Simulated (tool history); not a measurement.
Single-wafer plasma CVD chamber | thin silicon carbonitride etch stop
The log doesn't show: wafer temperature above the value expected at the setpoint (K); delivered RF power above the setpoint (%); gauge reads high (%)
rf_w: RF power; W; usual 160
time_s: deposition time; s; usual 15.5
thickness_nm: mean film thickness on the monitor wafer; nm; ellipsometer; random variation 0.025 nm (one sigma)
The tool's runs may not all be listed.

run,hour,rf_w,time_s,wafers since the last listed run,hours since the last thermocouple change,hours since the last RF generator calibration,hours since the showerhead was replaced,hours since the gauge calibration,"read-back reference wafer on the same gauge, thickness_nm",thickness_nm
1,0,160,17.4,0,1082.5,671.3,5700.2,476.1,8.829,8.48
2,79.1,160,16.2,2021,1161.6,750.4,5779.3,555.2,8.829,7.873
3,130.8,160,16.2,1320,1213.3,802.1,5831,606.9,8.829,7.904
4,198.2,160,15.5,1722,1280.7,869.5,5898.4,674.3,8.829,7.583
5,240.3,160,15.5,1075,1322.8,911.6,5940.5,716.4,8.826,7.595
6,306.1,160,15.5,1681,1388.6,977.4,6006.3,782.2,8.83,7.559
# hour 320.2: gauge calibrated
# hour 333.3: RF generator calibrated
7,375.1,175,13.4,1558,1457.6,41.8,6075.3,54.9,8.83,6.777
8,415.2,145,15.5,1024,1497.7,81.9,6115.4,95,8.828,7.482
# hour 435.6: showerhead replaced
# hour 461.3: thermocouple changed; heater temperature recalibrated
9,483.3,180,13.5,1331,22,150,47.7,163.1,8.828,6.856
10,524.7,160,17,1057,63.4,191.4,89.1,204.5,8.833,8.33
11,589.2,160,15.5,1647,127.9,255.9,153.6,269,8.832,7.544
12,676.8,160,16.2,2238,215.5,343.5,241.2,356.6,8.83,7.917
13,723.3,190,18.2,1188,262,390,287.7,403.1,8.834,9.241
14,781.8,135,15.5,1494,320.5,448.5,346.2,461.6,8.831,7.317
15,888.4,180,13.2,2723,427.1,555.1,452.8,568.2,8.828,6.57
16,931.2,145,18.2,1093,469.9,597.9,495.6,611,8.83,8.673

5 ways to go on from here, each from the tool as it stands after run 16. What would each give?
A,931.6,180,15.5,10,470.3,598.3,496,611.4,?,?
B,931.6,135,17.1,10,470.3,598.3,496,611.4,?,?
C,931.6,160,13.3,10,470.3,598.3,496,611.4,?,?
D,931.6,190,15.5,10,470.3,598.3,496,611.4,?,?
E,931.6,170,13.4,10,470.3,598.3,496,611.4,?,?

run,"read-back reference wafer on the same gauge, thickness_nm",thickness_nm
A,8.832,7.777
B,8.832,8.013
C,8.832,6.486
D,8.832,7.881
E,8.832,6.63
Without the tool's hidden state the same runs would have given:
run,thickness_nm
A,7.949
B,8.19
C,6.629
D,8.055
E,6.777

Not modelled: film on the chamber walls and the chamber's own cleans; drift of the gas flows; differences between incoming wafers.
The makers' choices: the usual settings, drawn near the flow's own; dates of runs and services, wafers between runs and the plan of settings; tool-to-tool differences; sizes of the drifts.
